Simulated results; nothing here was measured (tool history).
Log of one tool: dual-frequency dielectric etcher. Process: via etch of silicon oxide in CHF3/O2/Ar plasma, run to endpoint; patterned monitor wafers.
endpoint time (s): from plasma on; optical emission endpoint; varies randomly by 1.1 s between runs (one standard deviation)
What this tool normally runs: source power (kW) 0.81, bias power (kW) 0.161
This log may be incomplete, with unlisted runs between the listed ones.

run,hour,source power (kW),bias power (kW),wafers since the last listed run,hours since the last wet clean,hours since the last source power generator calibration,hours since the last bias power generator calibration,hours since the last upper electrode change,"incoming incoming film thickness, nm",endpoint time (s)
1,0,0.81,0.161,0,71.7,858.9,3840.3,1630.9,485,213.7
2,40.2,0.81,0.161,250,111.9,899.1,3880.5,1671.1,487.2,214.1
3,149.1,0.93,0.177,679,220.8,1008,3989.4,1780,487.1,191
4,202.3,0.81,0.161,331,274,1061.2,4042.6,1833.2,483.3,208.6
5,249.7,0.81,0.161,295,321.4,1108.6,4090,1880.6,486.9,209
6,295.6,0.81,0.161,286,367.3,1154.5,4135.9,1926.5,483.4,203.8
# hour 515.6: upper electrode replaced
# hour 522.4: wet clean of the chamber
7,577,0.81,0.161,1563,54.6,1435.9,4417.3,61.4,486.3,211.5
8,631.3,0.81,0.18,338,108.9,1490.2,4471.6,115.7,486.3,204.6
# hour 637.1: source power generator calibrated
9,732.6,0.71,0.161,607,210.2,95.5,4572.9,217,482.2,229.9
10,776.9,0.71,0.161,276,254.5,139.8,4617.2,261.3,488,231.6
11,817.4,0.81,0.181,252,295,180.3,4657.7,301.8,484.5,205.9
# hour 864.2: bias power generator calibrated
12,969.4,0.94,0.125,923,447,332.3,105.2,453.8,481.5,204.1
13,1027,0.92,0.146,359,504.6,389.9,162.8,511.4,483.2,199.2
# hour 1086.5: wet clean of the chamber
14,1130.7,1.01,0.161,497,44.2,493.6,266.5,615.1,484.3,195
15,1170.9,0.74,0.196,250,84.4,533.8,306.7,655.3,481.6,217.5
16,1209.8,0.9,0.161,242,123.3,572.7,345.6,694.2,488.1,207.4
17,1294.2,0.81,0.161,526,207.7,657.1,430,778.6,484.9,214.9
18,1345.1,0.81,0.161,317,258.6,708,480.9,829.5,487.1,216
19,1403.3,0.81,0.161,363,316.8,766.2,539.1,887.7,488.6,213.9
20,1504.8,0.81,0.161,633,418.3,867.7,640.6,989.2,482.2,210.1
21,1547,0.69,0.148,263,460.5,909.9,682.8,1031.4,487.1,236.2

Below are 5 alternative next runs, each starting from the tool's condition after run 21. Predict each:
A,1547.5,0.81,0.161,3,461,910.4,683.3,1031.9,486.8,?
B,1547.5,0.67,0.145,3,461,910.4,683.3,1031.9,486.8,?
C,1547.5,0.99,0.174,3,461,910.4,683.3,1031.9,486.8,?
D,1547.5,1.01,0.186,3,461,910.4,683.3,1031.9,486.8,?
E,1547.5,0.61,0.122,3,461,910.4,683.3,1031.9,486.8,?

run,endpoint time (s)
A,212.6
B,242.8
C,187.7
D,182.6
E,268.1
Without the tool's hidden state the same runs would have given:
run,endpoint time (s)
A,219.7
B,251
C,194
D,188.7
E,277.1
